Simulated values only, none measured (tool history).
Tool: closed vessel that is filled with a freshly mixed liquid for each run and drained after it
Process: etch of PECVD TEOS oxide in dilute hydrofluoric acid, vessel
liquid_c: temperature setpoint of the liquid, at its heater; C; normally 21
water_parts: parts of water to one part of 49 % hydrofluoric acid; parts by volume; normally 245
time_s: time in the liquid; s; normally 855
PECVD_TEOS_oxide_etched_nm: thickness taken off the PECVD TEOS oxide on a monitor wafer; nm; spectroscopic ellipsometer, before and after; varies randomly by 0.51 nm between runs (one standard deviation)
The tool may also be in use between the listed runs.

run,hour,liquid_c,water_parts,time_s,wafers since the last listed run,hours since the thermometer was replaced,hours since the hydrofluoric acid flow meter was replaced,hours since the gauge calibration,"read-back film thickness of the PECVD TEOS oxide reference wafer, read on the same gauge (nm)",PECVD_TEOS_oxide_etched_nm
1,0,21,300,855,0,1546.2,1528.6,1055.4,30,47.61
2,27.1,21,300,855,1109,1573.3,1555.7,1082.5,29.99,47.24
3,58.4,21,245,855,1280,1604.6,1587,1113.8,29.99,61.72
# hour 73.5: thermometer replaced
4,79.2,21,245,855,810,5.7,1607.8,1134.6,30.01,62.12
# hour 123.2: gauge calibrated
5,133.9,21,245,640,2238,60.4,1662.5,10.7,30.01,45.88
6,151.2,21,245,640,708,77.7,1679.8,28,30,46.14
7,178.8,21,245,855,1129,105.3,1707.4,55.6,30.02,62.08
8,208,21,245,855,1195,134.5,1736.6,84.8,29.99,62.02
9,227.3,21,245,855,789,153.8,1755.9,104.1,30.02,62.09
10,246,21,245,625,765,172.5,1774.6,122.8,30,44.88
11,272.7,21,245,625,1092,199.2,1801.3,149.5,29.99,46.27
12,308.1,24,245,855,1448,234.6,1836.7,184.9,29.97,68.7
13,329,22.5,165,855,855,255.5,1857.6,205.8,30.01,106.53
14,358,21,245,855,1186,284.5,1886.6,234.8,29.99,62.71
15,388.3,21,245,545,1240,314.8,1916.9,265.1,30.02,40.53
16,410.8,22.5,195,1035,920,337.3,1939.4,287.6,30.02,104.82
17,431.9,21,245,855,863,358.4,1960.5,308.7,29.99,62.47
18,459.1,25.5,180,855,1113,385.6,1987.7,335.9,29.99,107.26
19,485.9,21,320,855,1096,412.4,2014.5,362.7,30,45.05
# hour 514.7: hydrofluoric acid flow meter replaced
20,515,21,145,855,1150,441.5,0.3,391.8,30.01,106.95
21,539.5,19,245,1040,1002,466,24.8,416.3,29.98,65.59
22,558,23,245,855,757,484.5,43.3,434.8,29.99,62.01
23,583.8,21,310,855,1055,510.3,69.1,460.6,29.98,43.21
24,599.7,21,295,1050,650,526.2,85,476.5,30,55.76
25,630.3,21,150,855,1252,556.8,115.6,507.1,30,102.69
26,650.9,21,160,855,843,577.4,136.2,527.7,29.98,97.72
27,666.9,21,245,855,654,593.4,152.2,543.7,30.01,57.43
28,696,24.5,245,1215,1190,622.5,181.3,572.8,30.01,93.31
29,712.4,19,145,855,671,638.9,197.7,589.2,29.98,100.14
30,728.5,21,245,855,658,655,213.8,605.3,29.99,56.99
31,749.9,26,360,855,875,676.4,235.2,626.7,30.01,42
32,775,23,320,500,1027,701.5,260.3,651.8,30.01,26.05
33,798.7,18,180,465,969,725.2,284,675.5,29.99,40.97

For each run, what was the tool's unlogged condition?
liquid colder than its thermometer reads (K): 0 in every run
gauge reads high (%): 0 in every run
H1: hydrofluoric acid flow above the setpoint (%)
run,H1
1,6.56
2,6.68
3,6.81
4,6.89
5,7.12
6,7.19
7,7.31
8,7.43
9,7.51
10,7.58
11,7.69
12,7.84
13,7.93
14,8.05
15,8.17
16,8.27
17,8.35
18,8.47
19,8.58
20,1.03
21,1.13
22,1.2
23,1.31
24,1.38
25,1.5
26,1.59
27,1.65
28,1.78
29,1.84
30,1.91
31,2
32,2.1
33,2.2

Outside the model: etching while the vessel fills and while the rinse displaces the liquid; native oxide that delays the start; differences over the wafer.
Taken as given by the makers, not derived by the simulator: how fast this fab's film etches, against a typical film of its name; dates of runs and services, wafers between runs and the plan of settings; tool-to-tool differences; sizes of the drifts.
